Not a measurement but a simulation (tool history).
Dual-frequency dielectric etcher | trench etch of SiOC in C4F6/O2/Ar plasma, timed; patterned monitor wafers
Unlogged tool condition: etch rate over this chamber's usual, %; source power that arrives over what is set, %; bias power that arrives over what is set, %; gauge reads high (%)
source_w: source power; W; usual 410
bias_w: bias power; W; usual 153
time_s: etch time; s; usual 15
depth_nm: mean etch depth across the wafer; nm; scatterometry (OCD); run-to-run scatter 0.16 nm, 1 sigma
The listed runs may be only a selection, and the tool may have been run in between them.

run	day	source_w	bias_w	time_s	wafers since the last listed run	hours since the last wet clean	hours since the last source power generator calibration	hours since the last bias power generator calibration	hours since the last upper electrode change	hours since the gauge calibration	read-back reference wafer on the same gauge, depth_nm	depth_nm
1	0	410	153	15	0	604.4	1230.9	3504.1	1425.1	14.8	24.39	27.64
# day 0.821: wet clean of the chamber
2	4.208	410	153	11.5	1843	81.3	1331.9	3605.1	1526.1	115.8	24.39	21.08
3	6.875	410	153	11.5	1451	145.3	1395.9	3669.1	1590.1	179.8	24.38	21.41
4	10.554	410	153	11.5	2002	233.6	1484.2	3757.4	1678.4	268.1	24.42	21.22
5	12.488	410	144	15	1052	280	1530.6	3803.8	1724.8	314.5	24.39	27.24
6	15.729	410	169	11.5	1764	357.8	1608.4	3881.6	1802.6	392.3	24.37	21.56
7	18.117	410	169	11.5	1299	415.1	1665.7	3938.9	1859.9	449.6	24.42	21.44
8	22.567	410	164	15	2422	521.9	1772.5	4045.7	1966.7	556.4	24.45	27.45
9	25.275	410	164	15	1474	586.9	1837.5	4110.7	2031.7	621.4	24.36	27.9
# day 26.329: wet clean of the chamber
10	28.725	410	131	15	1333	57.5	1920.3	4193.5	2114.5	704.2	24.35	26.85
11	32.779	410	131	15	2206	154.8	2017.6	4290.8	2211.8	801.5	24.38	27.16
12	36.871	330	140	18	2227	253	2115.8	4389	2310	899.7	24.43	30.51
# day 37.071: bias power generator calibrated
# day 37.238: source power generator calibrated
# day 38.775: gauge calibrated
13	39.979	410	153	15	1511	327.6	65.8	69.8	2384.6	28.9	24.42	27.73
14	42.983	460	181	17.5	1635	399.7	137.9	141.9	2456.7	101	24.46	34.74
# day 44.754: upper electrode replaced
15	46.925	410	153	15	1601	494.3	232.5	236.5	52.1	195.6	24.36	27.53
16	48.717	320	153	15	975	537.3	275.5	279.5	95.1	238.6	24.38	25.47
# day 52.467: wet clean of the chamber
17	52.488	410	153	15	1508	0.5	366	370	185.6	329.1	24.46	27.5
18	54.275	380	179	17.5	973	43.4	408.9	412.9	228.5	372	24.36	32.45
19	57.308	460	153	15	1651	116.2	481.7	485.7	301.3	444.8	24.4	28.59
20	59.375	310	140	15	1125	165.8	531.3	535.3	350.9	494.4	24.4	24.78
21	60.971	410	169	11.5	868	204.1	569.6	573.6	389.2	532.7	24.41	21.29
22	62.617	380	163	17.5	895	243.6	609.1	613.1	428.7	572.2	24.42	31.71
23	65.329	500	153	16.5	1476	308.7	674.2	678.2	493.8	637.3	24.47	32.16

3 ways to go on from here, each from the tool as it stands after run 23. What would each give?
A	65.346	410	153	16	9	309.1	674.6	678.6	494.2	637.7	?	?
B	65.346	410	132	15	9	309.1	674.6	678.6	494.2	637.7	?	?
C	65.346	410	142	18	9	309.1	674.6	678.6	494.2	637.7	?	?

run	read-back reference wafer on the same gauge, depth_nm	depth_nm
A	24.45	29.3
B	24.45	26.85
C	24.45	32.58
What these runs would have given with no unlogged condition in the tool:
run	depth_nm
A	29.3
B	26.85
C	32.58

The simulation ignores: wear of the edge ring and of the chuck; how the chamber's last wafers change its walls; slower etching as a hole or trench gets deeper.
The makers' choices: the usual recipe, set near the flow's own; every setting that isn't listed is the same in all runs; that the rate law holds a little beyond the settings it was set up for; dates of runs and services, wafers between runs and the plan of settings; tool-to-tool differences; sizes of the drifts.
